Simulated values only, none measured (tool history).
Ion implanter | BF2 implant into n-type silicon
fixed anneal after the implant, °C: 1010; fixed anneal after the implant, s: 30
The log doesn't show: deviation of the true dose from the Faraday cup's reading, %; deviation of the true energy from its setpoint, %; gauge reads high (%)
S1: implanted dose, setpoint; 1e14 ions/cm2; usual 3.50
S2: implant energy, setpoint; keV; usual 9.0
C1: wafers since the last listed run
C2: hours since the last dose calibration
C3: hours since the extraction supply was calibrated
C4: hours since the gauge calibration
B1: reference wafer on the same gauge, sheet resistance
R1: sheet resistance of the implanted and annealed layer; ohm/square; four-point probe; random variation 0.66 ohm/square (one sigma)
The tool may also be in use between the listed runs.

| run | hour | S1 | S2 | C1 | C2 | C3 | C4 | B1 | R1 |
|---|---|---|---|---|---|---|---|---|---|
| 1 | 0.0 | 3.50 | 9.0 | 0 | 1286.2 | 4140.2 | 438.1 | 316.15 | 379.95 |
| 2 | 10.2 | 3.50 | 9.0 | 159 | 1296.4 | 4150.4 | 448.3 | 316.16 | 378.46 |
| 3 | 16.4 | 3.50 | 9.0 | 96 | 1302.6 | 4156.6 | 454.5 | 316.01 | 379.71 |
| 4 | 22.5 | 3.50 | 9.0 | 95 | 1308.7 | 4162.7 | 460.6 | 315.69 | 378.76 |
| 5 | 28.6 | 3.50 | 9.0 | 95 | 1314.8 | 4168.8 | 466.7 | 315.97 | 378.20 |
| 6 | 66.0 | 3.50 | 9.0 | 584 | 1352.2 | 4206.2 | 504.1 | 316.17 | 376.70 |
| 7 | 73.7 | 3.50 | 9.0 | 120 | 1359.9 | 4213.9 | 511.8 | 316.00 | 378.80 |
| 8 | 88.9 | 3.50 | 9.0 | 237 | 1375.1 | 4229.1 | 527.0 | 316.05 | 378.98 |
| 9 | 103.4 | 3.50 | 9.0 | 226 | 1389.6 | 4243.6 | 541.5 | 316.11 | 378.71 |
| 10 | 114.6 | 3.50 | 9.0 | 175 | 1400.8 | 4254.8 | 552.7 | 315.92 | 378.57 |
| 11 | 127.0 | 3.50 | 8.0 | 193 | 1413.2 | 4267.2 | 565.1 | 315.93 | 389.03 |
|  | 139.0 | gauge calibrated |
| 12 | 170.7 | 3.50 | 8.0 | 683 | 1456.9 | 4310.9 | 31.7 | 316.06 | 390.27 |
| 13 | 185.4 | 3.50 | 8.0 | 229 | 1471.6 | 4325.6 | 46.4 | 315.92 | 390.17 |
| 14 | 192.2 | 3.50 | 9.0 | 106 | 1478.4 | 4332.4 | 53.2 | 316.15 | 377.80 |
| 15 | 204.9 | 3.50 | 9.0 | 198 | 1491.1 | 4345.1 | 65.9 | 316.14 | 377.59 |
|  | 220.0 | Faraday cup replaced and dose calibrated |
| 16 | 220.5 | 2.83 | 9.0 | 118 | 0.5 | 4360.7 | 81.5 | 315.94 | 449.65 |
| 17 | 224.9 | 3.50 | 9.0 | 68 | 4.9 | 4365.1 | 85.9 | 315.97 | 388.65 |
| 18 | 239.9 | 2.94 | 9.0 | 234 | 19.9 | 4380.1 | 100.9 | 316.07 | 437.43 |
| 19 | 247.7 | 2.49 | 7.5 | 121 | 27.7 | 4387.9 | 108.7 | 316.06 | 513.75 |
| 20 | 262.5 | 3.50 | 9.0 | 231 | 42.5 | 4402.7 | 123.5 | 315.99 | 387.78 |
| 21 | 280.2 | 3.50 | 9.0 | 276 | 60.2 | 4420.4 | 141.2 | 315.72 | 386.99 |
| 22 | 286.6 | 2.93 | 9.0 | 100 | 66.6 | 4426.8 | 147.6 | 316.04 | 438.16 |
| 23 | 301.4 | 3.50 | 9.0 | 231 | 81.4 | 4441.6 | 162.4 | 315.96 | 387.08 |
| 24 | 308.7 | 4.43 | 11.0 | 114 | 88.7 | 4448.9 | 169.7 | 316.07 | 315.68 |
| 25 | 315.1 | 2.72 | 10.5 | 100 | 95.1 | 4455.3 | 176.1 | 315.94 | 449.11 |
| 26 | 327.7 | 2.95 | 10.0 | 196 | 107.7 | 4467.9 | 188.7 | 316.22 | 426.73 |
|  | 340.9 | extraction supply calibrated |
| 27 | 372.3 | 3.50 | 9.0 | 572 | 152.3 | 31.4 | 233.3 | 315.91 | 385.89 |
| 28 | 384.0 | 3.50 | 6.5 | 182 | 164.0 | 43.1 | 245.0 | 316.17 | 421.34 |
| 29 | 395.3 | 3.50 | 9.0 | 176 | 175.3 | 54.4 | 256.3 | 316.07 | 386.71 |
| 30 | 408.9 | 3.50 | 7.5 | 212 | 188.9 | 68.0 | 269.9 | 315.81 | 405.17 |
| 31 | 426.9 | 2.75 | 12.0 | 281 | 206.9 | 86.0 | 287.9 | 316.10 | 435.14 |
| 32 | 434.5 | 4.15 | 11.5 | 118 | 214.5 | 93.6 | 295.5 | 315.92 | 325.52 |
| 33 | 441.7 | 3.90 | 10.5 | 112 | 221.7 | 100.8 | 302.7 | 315.91 | 346.31 |
| 34 | 449.3 | 3.97 | 8.0 | 118 | 229.3 | 108.4 | 310.3 | 316.12 | 368.51 |

5 ways to go on from here, each from the tool as it stands after run 34. What would each give?
| A | 449.7 | 3.50 | 9.0 | 6 | 229.7 | 108.8 | 310.7 | ? | ? |
| B | 449.7 | 3.50 | 7.0 | 6 | 229.7 | 108.8 | 310.7 | ? | ? |
| C | 449.7 | 3.77 | 9.0 | 6 | 229.7 | 108.8 | 310.7 | ? | ? |
| D | 449.7 | 4.25 | 7.5 | 6 | 229.7 | 108.8 | 310.7 | ? | ? |
| E | 449.7 | 3.08 | 9.0 | 6 | 229.7 | 108.8 | 310.7 | ? | ? |

| run | B1 | R1 |
|---|---|---|
| A | 315.75 | 386.58 |
| B | 315.75 | 413.22 |
| C | 315.75 | 368.38 |
| D | 315.75 | 360.01 |
| E | 315.75 | 421.64 |
Without the tool's hidden state the same runs would have given:
| run | R1 |
|---|---|
| A | 389.36 |
| B | 416.04 |
| C | 370.95 |
| D | 362.34 |
| E | 424.88 |
